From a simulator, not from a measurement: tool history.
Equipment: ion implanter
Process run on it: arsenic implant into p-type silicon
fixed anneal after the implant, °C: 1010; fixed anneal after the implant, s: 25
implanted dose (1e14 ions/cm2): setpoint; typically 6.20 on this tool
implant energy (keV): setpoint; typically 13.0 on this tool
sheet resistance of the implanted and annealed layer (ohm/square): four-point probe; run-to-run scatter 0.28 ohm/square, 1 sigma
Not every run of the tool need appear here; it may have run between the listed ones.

| run | hour | implanted dose (1e14 ions/cm2) | implant energy (keV) | wafers since the last listed run | hours since the last dose calibration | hours since the extraction supply was calibrated | hours since the gauge calibration | read-back reference wafer on the same gauge, sheet resistance | sheet resistance of the implanted and annealed layer (ohm/square) |
|---|---|---|---|---|---|---|---|---|---|
| 1 | 0.0 | 6.20 | 13.0 | 0 | 435.7 | 991.2 | 1403.2 | 169.98 | 189.11 |
| 2 | 61.0 | 6.20 | 13.0 | 1270 | 496.7 | 1052.2 | 1464.2 | 169.99 | 188.60 |
| 3 | 149.0 | 6.20 | 13.0 | 1832 | 584.7 | 1140.2 | 1552.2 | 170.01 | 189.11 |
| 4 | 249.1 | 6.20 | 13.0 | 2084 | 684.8 | 1240.3 | 1652.3 | 169.95 | 189.22 |
| 5 | 336.3 | 7.57 | 13.0 | 1815 | 772.0 | 1327.5 | 1739.5 | 170.00 | 165.52 |
| 6 | 406.9 | 6.20 | 13.0 | 1469 | 842.6 | 1398.1 | 1810.1 | 169.98 | 188.98 |
| 7 | 483.9 | 6.20 | 9.5 | 1603 | 919.6 | 1475.1 | 1887.1 | 170.04 | 193.44 |
| 8 | 567.7 | 6.20 | 13.0 | 1744 | 1003.4 | 1558.9 | 1970.9 | 169.98 | 188.37 |
| 9 | 638.6 | 6.20 | 13.0 | 1476 | 1074.3 | 1629.8 | 2041.8 | 170.01 | 188.24 |
| 10 | 685.4 | 6.20 | 13.0 | 974 | 1121.1 | 1676.6 | 2088.6 | 170.04 | 188.20 |
| 11 | 770.1 | 6.20 | 13.0 | 1763 | 1205.8 | 1761.3 | 2173.3 | 170.02 | 188.37 |
| 12 | 835.7 | 6.20 | 13.0 | 1365 | 1271.4 | 1826.9 | 2238.9 | 169.96 | 188.08 |
| 13 | 904.7 | 5.60 | 13.0 | 1436 | 1340.4 | 1895.9 | 2307.9 | 169.99 | 201.81 |
| 14 | 998.2 | 5.60 | 13.0 | 1946 | 1433.9 | 1989.4 | 2401.4 | 169.95 | 201.81 |
| 15 | 1093.8 | 5.60 | 13.0 | 1990 | 1529.5 | 2085.0 | 2497.0 | 169.97 | 201.88 |
| 16 | 1192.1 | 6.69 | 11.5 | 2046 | 1627.8 | 2183.3 | 2595.3 | 169.97 | 180.44 |
| 17 | 1257.1 | 5.17 | 17.0 | 1353 | 1692.8 | 2248.3 | 2660.3 | 170.03 | 207.72 |
|  | 1408.2 | gauge calibrated |
| 18 | 1578.7 | 6.20 | 13.0 | 6696 | 2014.4 | 2569.9 | 170.5 | 170.04 | 187.91 |
|  | 1662.5 | extraction supply calibrated |
| 19 | 1663.0 | 7.07 | 10.5 | 1588 | 2098.7 | 0.5 | 254.8 | 170.04 | 174.71 |
| 20 | 1759.9 | 6.20 | 13.0 | 2017 | 2195.6 | 97.4 | 351.7 | 170.05 | 187.14 |
|  | 1781.1 | Faraday cup replaced and dose calibrated |
| 21 | 1857.5 | 6.20 | 13.0 | 1865 | 76.4 | 195.0 | 449.3 | 169.98 | 189.72 |
| 22 | 1960.8 | 5.25 | 16.5 | 2150 | 179.7 | 298.3 | 552.6 | 170.03 | 207.79 |
| 23 | 2016.8 | 4.58 | 11.0 | 1165 | 235.7 | 354.3 | 608.6 | 170.08 | 239.04 |
| 24 | 2061.3 | 6.20 | 13.0 | 926 | 280.2 | 398.8 | 653.1 | 169.98 | 189.28 |
| 25 | 2139.5 | 6.20 | 13.0 | 1628 | 358.4 | 477.0 | 731.3 | 170.09 | 189.92 |
| 26 | 2226.2 | 6.20 | 16.5 | 1805 | 445.1 | 563.7 | 818.0 | 169.98 | 184.25 |
| 27 | 2292.0 | 6.20 | 13.0 | 1370 | 510.9 | 629.5 | 883.8 | 169.95 | 189.06 |
| 28 | 2391.3 | 7.33 | 13.0 | 2067 | 610.2 | 728.8 | 983.1 | 169.98 | 169.01 |
| 29 | 2448.1 | 7.82 | 10.5 | 1182 | 667.0 | 785.6 | 1039.9 | 169.95 | 165.91 |
| 30 | 2562.6 | 6.20 | 13.0 | 2383 | 781.5 | 900.1 | 1154.4 | 169.96 | 189.16 |
| 31 | 2632.3 | 6.95 | 11.5 | 1451 | 851.2 | 969.8 | 1224.1 | 170.05 | 176.85 |
| 32 | 2700.1 | 5.02 | 16.5 | 1411 | 919.0 | 1037.6 | 1291.9 | 170.06 | 213.64 |
| 33 | 2802.4 | 6.20 | 10.0 | 2129 | 1021.3 | 1139.9 | 1394.2 | 170.05 | 193.12 |
| 34 | 2906.0 | 6.89 | 16.0 | 2157 | 1124.9 | 1243.5 | 1497.8 | 169.99 | 171.31 |
| 35 | 2957.2 | 5.43 | 9.5 | 1066 | 1176.1 | 1294.7 | 1549.0 | 169.99 | 212.55 |
| 36 | 3064.1 | 7.37 | 15.5 | 2225 | 1283.0 | 1401.6 | 1655.9 | 170.01 | 164.10 |
| 37 | 3164.6 | 6.20 | 13.0 | 2092 | 1383.5 | 1502.1 | 1756.4 | 170.00 | 188.15 |
| 38 | 3248.7 | 6.20 | 13.0 | 1751 | 1467.6 | 1586.2 | 1840.5 | 169.94 | 188.79 |

Run-by-run hidden state of the tool:
deviation of the true energy from its setpoint, %: 0, the same for each run
gauge reads high (%): 0, the same for each run
H1: deviation of the true dose from the Faraday cup's reading, %
| run | H1 |
|---|---|
| 1 | 0.5 |
| 2 | 0.558 |
| 3 | 0.642 |
| 4 | 0.738 |
| 5 | 0.821 |
| 6 | 0.888 |
| 7 | 0.961 |
| 8 | 1.04 |
| 9 | 1.11 |
| 10 | 1.15 |
| 11 | 1.23 |
| 12 | 1.3 |
| 13 | 1.36 |
| 14 | 1.45 |
| 15 | 1.54 |
| 16 | 1.64 |
| 17 | 1.7 |
| 18 | 2 |
| 19 | 2.08 |
| 20 | 2.18 |
| 21 | -0.0683 |
| 22 | 0.0301 |
| 23 | 0.0835 |
| 24 | 0.126 |
| 25 | 0.2 |
| 26 | 0.283 |
| 27 | 0.346 |
| 28 | 0.44 |
| 29 | 0.494 |
| 30 | 0.603 |
| 31 | 0.67 |
| 32 | 0.734 |
| 33 | 0.832 |
| 34 | 0.931 |
| 35 | 0.979 |
| 36 | 1.08 |
| 37 | 1.18 |
| 38 | 1.26 |
